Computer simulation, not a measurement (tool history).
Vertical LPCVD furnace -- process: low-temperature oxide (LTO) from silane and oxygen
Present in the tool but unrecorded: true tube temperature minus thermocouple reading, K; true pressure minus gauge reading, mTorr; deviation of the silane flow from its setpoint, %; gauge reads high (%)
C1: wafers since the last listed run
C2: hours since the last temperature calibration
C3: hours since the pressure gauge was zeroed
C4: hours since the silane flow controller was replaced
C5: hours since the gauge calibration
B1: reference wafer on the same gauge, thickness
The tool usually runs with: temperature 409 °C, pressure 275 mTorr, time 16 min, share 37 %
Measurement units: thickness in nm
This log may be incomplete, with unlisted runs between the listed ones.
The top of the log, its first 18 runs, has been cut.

{"run": 19, "day": 9.3, "temperature": 409, "pressure": 275, "time": 16, "share": 37, "C1": 522, "C2": 41.7, "C3": 75.5, "C4": 5545.5, "C5": 126.5, "B1": 152.02, "thickness": 176.72}
{"run": 20, "day": 9.933, "temperature": 409, "pressure": 275, "time": 11.5, "share": 37, "C1": 284, "C2": 56.9, "C3": 90.7, "C4": 5560.7, "C5": 141.7, "B1": 151.95, "thickness": 127.04}
{"run": 21, "day": 10.592, "temperature": 409, "pressure": 220, "time": 16, "share": 32, "C1": 296, "C2": 72.7, "C3": 106.5, "C4": 5576.5, "C5": 157.5, "B1": 152.02, "thickness": 116.73}
{"run": 22, "day": 11.033, "temperature": 417, "pressure": 275, "time": 16, "share": 35, "C1": 198, "C2": 83.3, "C3": 117.1, "C4": 5587.1, "C5": 168.1, "B1": 152, "thickness": 180.06}
{"day": 12.279, "done": "silane flow controller replaced"}
{"run": 23, "day": 12.3, "temperature": 400, "pressure": 275, "time": 21.5, "share": 37, "C1": 119, "C2": 113.7, "C3": 147.5, "C4": 0.5, "C5": 198.5, "B1": 152.05, "thickness": 215.22}
{"run": 24, "day": 12.471, "temperature": 403, "pressure": 255, "time": 12.5, "share": 41, "C1": 76, "C2": 117.8, "C3": 151.6, "C4": 4.6, "C5": 202.6, "B1": 152.03, "thickness": 136.01}
{"run": 25, "day": 12.829, "temperature": 399, "pressure": 305, "time": 22, "share": 42, "C1": 161, "C2": 126.4, "C3": 160.2, "C4": 13.2, "C5": 211.2, "B1": 151.96, "thickness": 282.85}
{"run": 26, "day": 13.55, "temperature": 409, "pressure": 275, "time": 20.5, "share": 37, "C1": 324, "C2": 143.7, "C3": 177.5, "C4": 30.5, "C5": 228.5, "B1": 151.97, "thickness": 226.51}
{"run": 27, "day": 14.3, "temperature": 404, "pressure": 325, "time": 21.5, "share": 44, "C1": 337, "C2": 161.7, "C3": 195.5, "C4": 48.5, "C5": 246.5, "B1": 151.97, "thickness": 325.21}
{"run": 28, "day": 14.912, "temperature": 409, "pressure": 275, "time": 16, "share": 41, "C1": 275, "C2": 176.4, "C3": 210.2, "C4": 63.2, "C5": 261.2, "B1": 152.04, "thickness": 199.99}
{"run": 29, "day": 15.392, "temperature": 409, "pressure": 215, "time": 16, "share": 37, "C1": 215, "C2": 187.9, "C3": 221.7, "C4": 74.7, "C5": 272.7, "B1": 151.94, "thickness": 138.51}
{"run": 30, "day": 16.192, "temperature": 409, "pressure": 240, "time": 16, "share": 37, "C1": 359, "C2": 207.1, "C3": 240.9, "C4": 93.9, "C5": 291.9, "B1": 151.97, "thickness": 154.77}
{"run": 31, "day": 16.883, "temperature": 409, "pressure": 275, "time": 16, "share": 37, "C1": 311, "C2": 223.7, "C3": 257.5, "C4": 110.5, "C5": 308.5, "B1": 152.07, "thickness": 177.58}
{"run": 32, "day": 17.546, "temperature": 409, "pressure": 275, "time": 16, "share": 33, "C1": 297, "C2": 239.6, "C3": 273.4, "C4": 126.4, "C5": 324.4, "B1": 151.92, "thickness": 153.02}

Here are 3 independent what-if runs from the current tool condition. What would each one return?
{"run": "A", "day": 17.721, "temperature": 409, "pressure": 330, "time": 16, "share": 37, "C1": 78, "C2": 243.8, "C3": 277.6, "C4": 130.6, "C5": 328.6, "B1": "?", "thickness": "?"}
{"run": "B", "day": 17.721, "temperature": 397, "pressure": 325, "time": 21.5, "share": 41, "C1": 78, "C2": 243.8, "C3": 277.6, "C4": 130.6, "C5": 328.6, "B1": "?", "thickness": "?"}
{"run": "C", "day": 17.721, "temperature": 409, "pressure": 220, "time": 16, "share": 37, "C1": 78, "C2": 243.8, "C3": 277.6, "C4": 130.6, "C5": 328.6, "B1": "?", "thickness": "?"}

run=A B1=151.97 thickness=212.94
run=B B1=151.97 thickness=279.74
run=C B1=151.97 thickness=141.98
The same runs, with their run-to-run variation unchanged, on a tool lacking any hidden condition would have given:
run=A thickness=211.49
run=B thickness=277.81
run=C thickness=140.99

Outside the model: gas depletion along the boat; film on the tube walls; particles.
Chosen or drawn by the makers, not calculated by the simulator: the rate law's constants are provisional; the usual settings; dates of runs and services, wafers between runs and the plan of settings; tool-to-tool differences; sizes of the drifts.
